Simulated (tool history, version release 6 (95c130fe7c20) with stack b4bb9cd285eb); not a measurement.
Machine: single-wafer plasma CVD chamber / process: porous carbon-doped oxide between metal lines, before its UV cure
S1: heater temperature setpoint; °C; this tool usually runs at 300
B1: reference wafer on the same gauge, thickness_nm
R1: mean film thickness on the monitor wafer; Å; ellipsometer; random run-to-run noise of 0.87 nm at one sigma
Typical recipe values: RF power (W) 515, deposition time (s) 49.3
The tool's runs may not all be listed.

run 1 hour=0 | S1=300 RF_power_(W)=515 deposition_time_(s)=49.3 | B1=279.279 | R1=2416.01
run 2 hour=44.6 | S1=300 RF_power_(W)=515 deposition_time_(s)=49.3 | B1=279.264 | R1=2413.26
run 3 hour=142 | S1=300 RF_power_(W)=515 deposition_time_(s)=49.3 | B1=278.768 | R1=2408.27
run 4 hour=188.6 | S1=300 RF_power_(W)=515 deposition_time_(s)=49.3 | B1=278.577 | R1=2413.15
run 5 hour=253.3 | S1=307 RF_power_(W)=515 deposition_time_(s)=49.3 | B1=278.069 | R1=2325.02
run 6 hour=301.2 | S1=300 RF_power_(W)=515 deposition_time_(s)=49.3 | B1=277.8 | R1=2395.86
run 7 hour=349.3 | S1=300 RF_power_(W)=515 deposition_time_(s)=49.3 | B1=277.622 | R1=2417.69
run 8 hour=387 | S1=300 RF_power_(W)=515 deposition_time_(s)=49.3 | B1=277.351 | R1=2410.24
run 9 hour=489.5 | S1=300 RF_power_(W)=515 deposition_time_(s)=49.3 | B1=276.632 | R1=2395.45
-- hour=523.7 showerhead replaced
run 10 hour=559.6 | S1=300 RF_power_(W)=515 deposition_time_(s)=49.3 | B1=276.616 | R1=2379.08
run 11 hour=646.4 | S1=300 RF_power_(W)=515 deposition_time_(s)=49.3 | B1=276.072 | R1=2407.17
run 12 hour=709.3 | S1=300 RF_power_(W)=430 deposition_time_(s)=49.3 | B1=275.709 | R1=2084.96
run 13 hour=764.8 | S1=300 RF_power_(W)=515 deposition_time_(s)=49.3 | B1=275.605 | R1=2390.2
-- hour=778.6 thermocouple changed; heater temperature recalibrated
run 14 hour=808.3 | S1=313 RF_power_(W)=515 deposition_time_(s)=49.3 | B1=275.245 | R1=2223.47
run 15 hour=907.4 | S1=300 RF_power_(W)=555 deposition_time_(s)=49.3 | B1=274.676 | R1=2504.77
-- hour=921.8 RF generator calibrated
-- hour=955.4 gauge calibrated
run 16 hour=965.1 | S1=308 RF_power_(W)=515 deposition_time_(s)=49.3 | B1=280.631 | R1=2326.53
run 17 hour=1023.8 | S1=295 RF_power_(W)=480 deposition_time_(s)=49.3 | B1=280.135 | R1=2389.43
run 18 hour=1122.2 | S1=287 RF_power_(W)=420 deposition_time_(s)=45.1 | B1=279.576 | R1=2054.68
run 19 hour=1187.8 | S1=295 RF_power_(W)=410 deposition_time_(s)=42.7 | B1=279.172 | R1=1822.93
run 20 hour=1274.5 | S1=300 RF_power_(W)=515 deposition_time_(s)=49.3 | B1=279.035 | R1=2411.42
run 21 hour=1352.5 | S1=300 RF_power_(W)=515 deposition_time_(s)=49.3 | B1=278.618 | R1=2425.28
run 22 hour=1442.4 | S1=300 RF_power_(W)=515 deposition_time_(s)=49.3 | B1=278.076 | R1=2415.35

Each run again, without the hidden state but with its own random variation kept:
Hidden state at play: wafer temperature above the value expected at the setpoint (K); delivered RF power above the setpoint (%); gauge reads high (%).
run=1 R1=2421.66
run=2 R1=2420.85
run=3 R1=2420.08
run=4 R1=2427.02
run=5 R1=2341.11
run=6 R1=2414.52
run=7 R1=2438.64
run=8 R1=2432.78
run=9 R1=2422.34
run=10 R1=2408.84
run=11 R1=2441.13
run=12 R1=2116.79
run=13 R1=2429.14
run=14 R1=2261.48
run=15 R1=2552.19
run=16 R1=2321.5
run=17 R1=2386.77
run=18 R1=2056.01
run=19 R1=1826.25
run=20 R1=2419.57
run=21 R1=2436.9
run=22 R1=2430.86
